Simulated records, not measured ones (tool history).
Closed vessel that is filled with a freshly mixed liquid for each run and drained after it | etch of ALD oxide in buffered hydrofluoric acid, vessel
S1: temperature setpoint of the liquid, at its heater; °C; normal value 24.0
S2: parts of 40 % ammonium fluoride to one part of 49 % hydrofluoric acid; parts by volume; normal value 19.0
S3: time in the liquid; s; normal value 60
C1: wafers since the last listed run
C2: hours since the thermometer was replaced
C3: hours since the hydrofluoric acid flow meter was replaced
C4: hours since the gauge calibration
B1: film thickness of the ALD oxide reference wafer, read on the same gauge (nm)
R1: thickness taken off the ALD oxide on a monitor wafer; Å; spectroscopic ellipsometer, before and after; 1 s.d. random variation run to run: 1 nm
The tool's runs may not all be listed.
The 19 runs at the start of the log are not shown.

-- day=57.729 thermometer replaced
run 20 day=59.288 | S1=24.0 S2=12.5 S3=35 | C1=4189 C2=37.4 C3=357.6 C4=1693.0 | B1=120.00 | R1=921.6
run 21 day=63.000 | S1=28.0 S2=23.5 S3=95 | C1=9874 C2=126.5 C3=446.7 C4=1782.1 | B1=119.99 | R1=1762.1
-- day=64.542 gauge calibrated
run 22 day=65.267 | S1=24.0 S2=22.5 S3=70 | C1=6028 C2=180.9 C3=501.1 C4=17.4 | B1=119.99 | R1=1078.6
run 23 day=68.175 | S1=26.0 S2=19.0 S3=60 | C1=7735 C2=250.7 C3=570.9 C4=87.2 | B1=120.02 | R1=1162.0
run 24 day=71.462 | S1=24.0 S2=14.0 S3=60 | C1=8744 C2=329.6 C3=649.8 C4=166.1 | B1=120.00 | R1=1399.5
run 25 day=74.200 | S1=24.0 S2=19.0 S3=60 | C1=7281 C2=395.3 C3=715.5 C4=231.8 | B1=120.00 | R1=1043.2
run 26 day=78.508 | S1=22.5 S2=19.0 S3=95 | C1=11459 C2=498.7 C3=818.9 C4=335.2 | B1=120.00 | R1=1499.3
-- day=81.642 thermometer replaced
run 27 day=82.196 | S1=21.5 S2=15.0 S3=60 | C1=9697 C2=13.3 C3=907.4 C4=423.7 | B1=120.00 | R1=1131.9
run 28 day=86.150 | S1=24.0 S2=19.0 S3=60 | C1=10517 C2=108.2 C3=1002.3 C4=518.6 | B1=120.03 | R1=1037.9
run 29 day=90.375 | S1=22.5 S2=13.5 S3=85 | C1=11237 C2=209.6 C3=1103.7 C4=620.0 | B1=119.99 | R1=1853.4
run 30 day=93.367 | S1=24.0 S2=19.0 S3=60 | C1=7957 C2=281.4 C3=1175.5 C4=691.8 | B1=119.97 | R1=1021.0
run 31 day=96.396 | S1=28.0 S2=19.0 S3=35 | C1=8056 C2=354.1 C3=1248.2 C4=764.5 | B1=119.99 | R1=727.5
run 32 day=99.496 | S1=22.0 S2=13.0 S3=75 | C1=8245 C2=428.5 C3=1322.6 C4=838.9 | B1=120.03 | R1=1639.8
run 33 day=102.746 | S1=22.0 S2=19.0 S3=80 | C1=8644 C2=506.5 C3=1400.6 C4=916.9 | B1=119.99 | R1=1226.6
run 34 day=108.000 | S1=24.0 S2=15.5 S3=80 | C1=13974 C2=632.6 C3=1526.7 C4=1043.0 | B1=120.00 | R1=1621.0

Alternative continuations, all from the tool just after run 34; predict every row:
run A day=108.029 | S1=24.0 S2=19.0 S3=35 | C1=77 C2=633.3 C3=1527.4 C4=1043.7 | B1=? | R1=?
run B day=108.029 | S1=26.5 S2=12.0 S3=60 | C1=77 C2=633.3 C3=1527.4 C4=1043.7 | B1=? | R1=?
run C day=108.029 | S1=27.5 S2=22.0 S3=40 | C1=77 C2=633.3 C3=1527.4 C4=1043.7 | B1=? | R1=?
run D day=108.029 | S1=26.0 S2=25.5 S3=85 | C1=77 C2=633.3 C3=1527.4 C4=1043.7 | B1=? | R1=?

run=A B1=120.02 R1=594.6
run=B B1=120.02 R1=1818.2
run=C B1=120.02 R1=742.8
run=D B1=120.02 R1=1315.4
Without the tool's hidden state the same runs would have given:
run=A R1=638.0
run=B R1=1966.8
run=C R1=784.9
run=D R1=1390.0

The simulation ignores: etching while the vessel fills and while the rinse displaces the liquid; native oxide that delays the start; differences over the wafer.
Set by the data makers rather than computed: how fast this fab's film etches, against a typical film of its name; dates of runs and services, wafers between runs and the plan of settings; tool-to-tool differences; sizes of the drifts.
